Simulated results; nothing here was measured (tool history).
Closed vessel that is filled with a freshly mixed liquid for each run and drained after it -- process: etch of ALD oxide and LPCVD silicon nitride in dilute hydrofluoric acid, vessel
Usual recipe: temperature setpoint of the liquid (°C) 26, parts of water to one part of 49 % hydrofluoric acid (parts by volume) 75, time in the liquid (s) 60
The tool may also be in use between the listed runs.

run   hour  temperature setpoint of the liquid (°C)  parts of water to one part of 49 % hydrofluoric acid (parts by volume)  time in the liquid (s)  read-back film thickness of the ALD oxide reference wafer, read on the same gauge (nm)  read-back film thickness of the LPCVD silicon nitride reference wafer, read on the same gauge (nm)  thickness taken off the ALD oxide on a monitor wafer (Å)  thickness taken off the LPCVD silicon nitride on a monitor wafer (Å)
  1      0                                       26                                                                      75                      80                                                                                   79.99                                                                                              29.992                                                     384.6                                                                  8.32
  2   10.1                                       26                                                                      75                      80                                                                                   80.01                                                                                              30.004                                                     384.7                                                                  8.11
  3   26.1                                       26                                                                      75                      80                                                                                   79.98                                                                                              30.019                                                     388.5                                                                   8.2
  4   32.8                                     27.5                                                                      75                      60                                                                                   80.01                                                                                                  30                                                     309.4                                                                  6.57
  5     40                                       28                                                                     115                      75                                                                                   79.98                                                                                              29.987                                                     243.6                                                                  5.37
  6   55.4                                       26                                                                      45                      60                                                                                   80.04                                                                                              29.999                                                     501.1                                                                  9.96
  7     73                                     24.5                                                                      40                      30                                                                                   79.98                                                                                              29.965                                                     270.7                                                                  5.36
  8   82.7                                       26                                                                      95                      85                                                                                   80.01                                                                                               30.01                                                     318.1                                                                  7.55
  9   94.2                                       26                                                                      85                      80                                                                                   80.02                                                                                              29.999                                                     334.4                                                                  7.53
 10  109.1                                     30.5                                                                     100                      40                                                                                   80.02                                                                                              29.991                                                     169.3                                                                  4.33
 11  115.7                                       26                                                                      75                      60                                                                                   80.02                                                                                              30.023                                                     294.6                                                                  6.27
 12    122                                       26                                                                      75                      50                                                                                   79.98                                                                                              30.019                                                     239.5                                                                  4.81
 13  136.9                                       26                                                                      75                      30                                                                                   80.01                                                                                              29.992                                                     144.3                                                                  2.84
 14  145.9                                       26                                                                      95                      85                                                                                   80.02                                                                                              30.021                                                     318.7                                                                  6.36
 15  156.1                                       26                                                                      75                      60                                                                                      80                                                                                              29.962                                                     294.1                                                                  5.64
 16  189.9                                       26                                                                      75                      60                                                                                      80                                                                                              29.991                                                     255.5                                                                  5.79
 17    203                                       26                                                                      75                      60                                                                                   80.01                                                                                              30.019                                                     256.5                                                                  5.83
 18  212.2                                       26                                                                      75                      60                                                                                   80.05                                                                                              29.992                                                     255.5                                                                   5.6
 19  221.2                                       26                                                                      75                      75                                                                                   80.02                                                                                              30.017                                                     324.5                                                                  6.32
 20    234                                       21                                                                     100                      60                                                                                   79.98                                                                                              29.998                                                     152.3                                                                  3.03
 21  241.7                                       21                                                                      45                      60                                                                                   79.98                                                                                               29.99                                                     363.7                                                                  6.44
 22  251.3                                       29                                                                      75                      95                                                                                   79.97                                                                                              30.019                                                     458.1                                                                 10.42
 23  266.7                                       26                                                                     100                      60                                                                                   79.99                                                                                              29.993                                                     186.1                                                                  4.22
 24  282.2                                       26                                                                      35                      95                                                                                   80.05                                                                                              30.007                                                       921                                                                 20.18
 25    323                                     30.5                                                                      75                      60                                                                                      80                                                                                              30.001                                                     305.8                                                                  6.87
 26  335.9                                       26                                                                      75                      60                                                                                   80.03                                                                                              29.986                                                     256.9                                                                  4.82

Between the runs listed above, the log contained 2 entries, not reproduced here. Where in the sequence does each belong, and how does what the log doesn't record of the tool's condition differ from the listed run before to the listed run after?
In the gap between runs 3 and 4: thermometer replaced (hour 31.2)
  hydrofluoric acid flow above the setpoint (%): 12.9 -> 13
  measured result minus the result with no hidden state, thickness taken off the ALD oxide on a monitor wafer (Å): +48.5 -> +38.9; thickness taken off the LPCVD silicon nitride on a monitor wafer (Å): +0.93 -> +0.75
In the gap between runs 15 and 16: hydrofluoric acid flow meter replaced (hour 178.6)
  hydrofluoric acid flow above the setpoint (%): 13.7 -> 0.773
  measured result minus the result with no hidden state, thickness taken off the ALD oxide on a monitor wafer (Å): +38.5 -> +2.2; thickness taken off the LPCVD silicon nitride on a monitor wafer (Å): +0.67 -> +0.04
